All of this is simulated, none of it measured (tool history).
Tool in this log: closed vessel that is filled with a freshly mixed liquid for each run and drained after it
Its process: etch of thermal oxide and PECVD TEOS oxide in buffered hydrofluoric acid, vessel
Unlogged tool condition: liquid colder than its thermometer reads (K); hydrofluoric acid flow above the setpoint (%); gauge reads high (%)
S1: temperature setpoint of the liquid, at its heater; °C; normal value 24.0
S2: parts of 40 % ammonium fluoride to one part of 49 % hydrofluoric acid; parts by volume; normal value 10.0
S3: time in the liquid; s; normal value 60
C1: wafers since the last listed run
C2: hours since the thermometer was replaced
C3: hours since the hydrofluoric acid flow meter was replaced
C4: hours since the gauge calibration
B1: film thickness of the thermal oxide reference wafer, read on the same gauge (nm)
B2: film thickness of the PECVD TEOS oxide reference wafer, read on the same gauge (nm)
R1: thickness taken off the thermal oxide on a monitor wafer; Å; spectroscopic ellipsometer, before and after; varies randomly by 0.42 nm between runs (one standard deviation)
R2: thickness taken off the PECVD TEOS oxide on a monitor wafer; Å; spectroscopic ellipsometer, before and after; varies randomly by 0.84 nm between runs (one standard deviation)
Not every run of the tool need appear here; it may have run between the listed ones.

run 1 hour=0.0 | S1=24.0 S2=10.0 S3=60 | C1=0 C2=2409.3 C3=381.3 C4=70.4 | B1=30.00 B2=50.01 | R1=794.5 R2=1546.4
run 2 hour=34.0 | S1=24.0 S2=10.0 S3=60 | C1=2186 C2=2443.3 C3=415.3 C4=104.4 | B1=30.01 B2=50.00 | R1=801.8 R2=1564.4
run 3 hour=42.1 | S1=24.0 S2=10.0 S3=60 | C1=520 C2=2451.4 C3=423.4 C4=112.5 | B1=30.00 B2=50.00 | R1=813.0 R2=1591.6
run 4 hour=54.8 | S1=24.0 S2=10.0 S3=60 | C1=816 C2=2464.1 C3=436.1 C4=125.2 | B1=30.00 B2=50.01 | R1=809.7 R2=1584.1
-- hour=56.1 thermometer replaced
-- hour=57.9 gauge calibrated
run 5 hour=66.8 | S1=24.0 S2=10.0 S3=75 | C1=707 C2=10.7 C3=448.1 C4=8.9 | B1=29.99 B2=50.00 | R1=1007.7 R2=1978.6
run 6 hour=79.1 | S1=24.0 S2=10.0 S3=75 | C1=790 C2=23.0 C3=460.4 C4=21.2 | B1=30.00 B2=49.98 | R1=1015.3 R2=1973.7
run 7 hour=87.5 | S1=24.0 S2=10.0 S3=60 | C1=540 C2=31.4 C3=468.8 C4=29.6 | B1=29.97 B2=49.98 | R1=812.4 R2=1591.2
-- hour=96.5 hydrofluoric acid flow meter replaced
run 8 hour=99.2 | S1=21.5 S2=12.5 S3=60 | C1=687 C2=43.1 C3=2.7 C4=41.3 | B1=30.01 B2=50.01 | R1=514.8 R2=1010.4
run 9 hour=111.5 | S1=20.5 S2=12.0 S3=35 | C1=790 C2=55.4 C3=15.0 C4=53.6 | B1=29.98 B2=50.01 | R1=299.0 R2=582.0
run 10 hour=120.7 | S1=22.5 S2=11.0 S3=70 | C1=591 C2=64.6 C3=24.2 C4=62.8 | B1=30.01 B2=50.00 | R1=717.3 R2=1416.8
run 11 hour=131.4 | S1=25.5 S2=10.0 S3=85 | C1=687 C2=75.3 C3=34.9 C4=73.5 | B1=30.00 B2=50.00 | R1=1134.3 R2=2211.9
run 12 hour=148.7 | S1=20.0 S2=8.5 S3=45 | C1=1112 C2=92.6 C3=52.2 C4=90.8 | B1=30.00 B2=50.00 | R1=512.4 R2=997.4
run 13 hour=161.8 | S1=20.5 S2=13.5 S3=85 | C1=842 C2=105.7 C3=65.3 C4=103.9 | B1=30.02 B2=49.99 | R1=655.4 R2=1272.9
run 14 hour=169.5 | S1=25.5 S2=10.0 S3=85 | C1=495 C2=113.4 C3=73.0 C4=111.6 | B1=30.01 B2=50.01 | R1=1137.4 R2=2236.8

Take each entry between the runs: how does the hidden state at the last listed run before it differ from the hidden state at the first listed run after it?
Run 4 -> run 5: thermometer replaced (hour 56.1); gauge calibrated (hour 57.9)
  hydrofluoric acid flow above the setpoint (%): 14.9 -> 15.3
  difference, measured minus the result without the unlogged condition, R1: +79.2 -> +101.3 Å; R2: +155.0 -> +198.9 Å
Run 7 -> run 8: hydrofluoric acid flow meter replaced (hour 96.5)
  hydrofluoric acid flow above the setpoint (%): 15.8 -> 0.908
  difference, measured minus the result without the unlogged condition, R1: +85.6 -> +4.6 Å; R2: +167.7 -> +8.9 Å
